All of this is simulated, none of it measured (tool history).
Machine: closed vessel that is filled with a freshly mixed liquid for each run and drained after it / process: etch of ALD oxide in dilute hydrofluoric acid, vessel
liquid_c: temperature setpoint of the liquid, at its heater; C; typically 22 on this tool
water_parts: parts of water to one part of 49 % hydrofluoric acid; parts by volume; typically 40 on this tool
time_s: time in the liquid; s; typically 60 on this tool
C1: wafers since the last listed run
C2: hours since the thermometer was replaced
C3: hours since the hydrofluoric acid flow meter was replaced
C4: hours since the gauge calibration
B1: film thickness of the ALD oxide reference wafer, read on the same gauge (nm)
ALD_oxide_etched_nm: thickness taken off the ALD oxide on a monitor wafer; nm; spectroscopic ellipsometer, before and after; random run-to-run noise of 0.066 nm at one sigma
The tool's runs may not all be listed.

run 1 day=0 | liquid_c=22 water_parts=25 time_s=60 | C1=0 C2=423.4 C3=486.6 C4=1572.2 | B1=99.99 | ALD_oxide_etched_nm=33.52
run 2 day=3.688 | liquid_c=22 water_parts=40 time_s=75 | C1=11777 C2=511.9 C3=575.1 C4=1660.7 | B1=99.98 | ALD_oxide_etched_nm=25.84
run 3 day=6.912 | liquid_c=22 water_parts=40 time_s=75 | C1=10300 C2=589.3 C3=652.5 C4=1738.1 | B1=100.01 | ALD_oxide_etched_nm=25.59
run 4 day=12 | liquid_c=22 water_parts=40 time_s=75 | C1=16249 C2=711.4 C3=774.6 C4=1860.2 | B1=100 | ALD_oxide_etched_nm=25.72
run 5 day=16.258 | liquid_c=22 water_parts=40 time_s=60 | C1=13600 C2=813.6 C3=876.8 C4=1962.4 | B1=100.01 | ALD_oxide_etched_nm=20.55
-- day=16.642 thermometer replaced
run 6 day=20.112 | liquid_c=22 water_parts=40 time_s=70 | C1=12176 C2=83.3 C3=969.3 C4=2054.9 | B1=100.02 | ALD_oxide_etched_nm=23.88
run 7 day=23.525 | liquid_c=22 water_parts=40 time_s=70 | C1=10899 C2=165.2 C3=1051.2 C4=2136.8 | B1=100.01 | ALD_oxide_etched_nm=23.87
run 8 day=26.542 | liquid_c=22 water_parts=40 time_s=40 | C1=9635 C2=237.6 C3=1123.6 C4=2209.2 | B1=100.01 | ALD_oxide_etched_nm=13.57
run 9 day=29.904 | liquid_c=22 water_parts=40 time_s=40 | C1=10739 C2=318.3 C3=1204.3 C4=2289.9 | B1=99.99 | ALD_oxide_etched_nm=13.57
run 10 day=34.392 | liquid_c=22 water_parts=40 time_s=40 | C1=14332 C2=426 C3=1312 C4=2397.6 | B1=100.01 | ALD_oxide_etched_nm=13.56
run 11 day=36.088 | liquid_c=20.5 water_parts=40 time_s=70 | C1=5416 C2=466.7 C3=1352.7 C4=2438.3 | B1=100.01 | ALD_oxide_etched_nm=22.33
run 12 day=40.146 | liquid_c=22 water_parts=40 time_s=60 | C1=12962 C2=564.1 C3=1450.1 C4=2535.7 | B1=100.01 | ALD_oxide_etched_nm=20.35
run 13 day=41.754 | liquid_c=23.5 water_parts=60 time_s=70 | C1=5136 C2=602.7 C3=1488.7 C4=2574.3 | B1=100.02 | ALD_oxide_etched_nm=16.49
run 14 day=43.308 | liquid_c=22 water_parts=40 time_s=60 | C1=4963 C2=640 C3=1526 C4=2611.6 | B1=100.01 | ALD_oxide_etched_nm=20.25
-- day=43.542 thermometer replaced
run 15 day=47.083 | liquid_c=22 water_parts=40 time_s=50 | C1=11924 C2=85 C3=1616.6 C4=2702.2 | B1=100.01 | ALD_oxide_etched_nm=17.02
run 16 day=50.475 | liquid_c=24.5 water_parts=50 time_s=45 | C1=10832 C2=166.4 C3=1698 C4=2783.6 | B1=100 | ALD_oxide_etched_nm=13.38
run 17 day=54.746 | liquid_c=24.5 water_parts=20 time_s=80 | C1=13640 C2=268.9 C3=1800.5 C4=2886.1 | B1=100 | ALD_oxide_etched_nm=61.45
run 18 day=56.942 | liquid_c=18 water_parts=60 time_s=45 | C1=7013 C2=321.6 C3=1853.2 C4=2938.8 | B1=100.01 | ALD_oxide_etched_nm=8.31
run 19 day=59.604 | liquid_c=22 water_parts=40 time_s=85 | C1=8503 C2=385.5 C3=1917.1 C4=3002.7 | B1=100.03 | ALD_oxide_etched_nm=28.68
-- day=62.375 gauge calibrated
run 20 day=63.05 | liquid_c=17.5 water_parts=60 time_s=40 | C1=11005 C2=468.2 C3=1999.8 C4=16.2 | B1=99.99 | ALD_oxide_etched_nm=7.22
run 21 day=64.825 | liquid_c=23.5 water_parts=55 time_s=85 | C1=5669 C2=510.8 C3=2042.4 C4=58.8 | B1=100.01 | ALD_oxide_etched_nm=21.75
run 22 day=67.392 | liquid_c=22 water_parts=55 time_s=60 | C1=8197 C2=572.4 C3=2104 C4=120.4 | B1=99.99 | ALD_oxide_etched_nm=14.4
run 23 day=70.804 | liquid_c=22 water_parts=50 time_s=95 | C1=10899 C2=654.3 C3=2185.9 C4=202.3 | B1=100.02 | ALD_oxide_etched_nm=25.15
-- day=71.575 hydrofluoric acid flow meter replaced
run 24 day=73.575 | liquid_c=26.5 water_parts=40 time_s=60 | C1=8716 C2=720.8 C3=48 C4=268.8 | B1=100.01 | ALD_oxide_etched_nm=25.09
-- day=74.554 thermometer replaced
run 25 day=75.188 | liquid_c=19.5 water_parts=55 time_s=40 | C1=5017 C2=15.2 C3=86.7 C4=307.5 | B1=100.01 | ALD_oxide_etched_nm=8.94
run 26 day=78.054 | liquid_c=18.5 water_parts=40 time_s=30 | C1=9155 C2=84 C3=155.5 C4=376.3 | B1=99.99 | ALD_oxide_etched_nm=8.96
run 27 day=80.596 | liquid_c=22 water_parts=40 time_s=45 | C1=8117 C2=145 C3=216.5 C4=437.3 | B1=100.01 | ALD_oxide_etched_nm=15.56
run 28 day=84.171 | liquid_c=26.5 water_parts=40 time_s=90 | C1=11418 C2=230.8 C3=302.3 C4=523.1 | B1=100.01 | ALD_oxide_etched_nm=37.22
run 29 day=87.404 | liquid_c=17.5 water_parts=50 time_s=75 | C1=10327 C2=308.4 C3=379.9 C4=600.7 | B1=100.01 | ALD_oxide_etched_nm=16.82
run 30 day=90.975 | liquid_c=22 water_parts=40 time_s=60 | C1=11405 C2=394.1 C3=465.6 C4=686.4 | B1=99.99 | ALD_oxide_etched_nm=20.63
run 31 day=95.454 | liquid_c=20.5 water_parts=40 time_s=30 | C1=14306 C2=501.6 C3=573.1 C4=793.9 | B1=100.01 | ALD_oxide_etched_nm=9.62
run 32 day=97.525 | liquid_c=22 water_parts=40 time_s=60 | C1=6614 C2=551.3 C3=622.8 C4=843.6 | B1=99.98 | ALD_oxide_etched_nm=20.52
run 33 day=100.992 | liquid_c=22 water_parts=40 time_s=60 | C1=11072 C2=634.5 C3=706 C4=926.8 | B1=99.98 | ALD_oxide_etched_nm=20.59
-- day=103.6 thermometer replaced
run 34 day=104.8 | liquid_c=20.5 water_parts=40 time_s=70 | C1=12030 C2=28.8 C3=797.4 C4=1018.2 | B1=100.03 | ALD_oxide_etched_nm=22.56

What if the next run were any one of these 4? Each begins from the tool's condition after run 34:
run A day=104.829 | liquid_c=22 water_parts=40 time_s=60 | C1=93 C2=29.5 C3=798.1 C4=1018.9 | B1=? | ALD_oxide_etched_nm=?
run B day=104.829 | liquid_c=26.5 water_parts=25 time_s=60 | C1=93 C2=29.5 C3=798.1 C4=1018.9 | B1=? | ALD_oxide_etched_nm=?
run C day=104.829 | liquid_c=26.5 water_parts=40 time_s=85 | C1=93 C2=29.5 C3=798.1 C4=1018.9 | B1=? | ALD_oxide_etched_nm=?
run D day=104.829 | liquid_c=25.5 water_parts=35 time_s=60 | C1=93 C2=29.5 C3=798.1 C4=1018.9 | B1=? | ALD_oxide_etched_nm=?

run=A B1=100 ALD_oxide_etched_nm=20.49
run=B B1=100 ALD_oxide_etched_nm=40.36
run=C B1=100 ALD_oxide_etched_nm=34.97
run=D B1=100 ALD_oxide_etched_nm=27.27
Without the tool's unlogged condition, the same runs would have read:
run=A ALD_oxide_etched_nm=20.76
run=B ALD_oxide_etched_nm=40.9
run=C ALD_oxide_etched_nm=35.44
run=D ALD_oxide_etched_nm=27.64
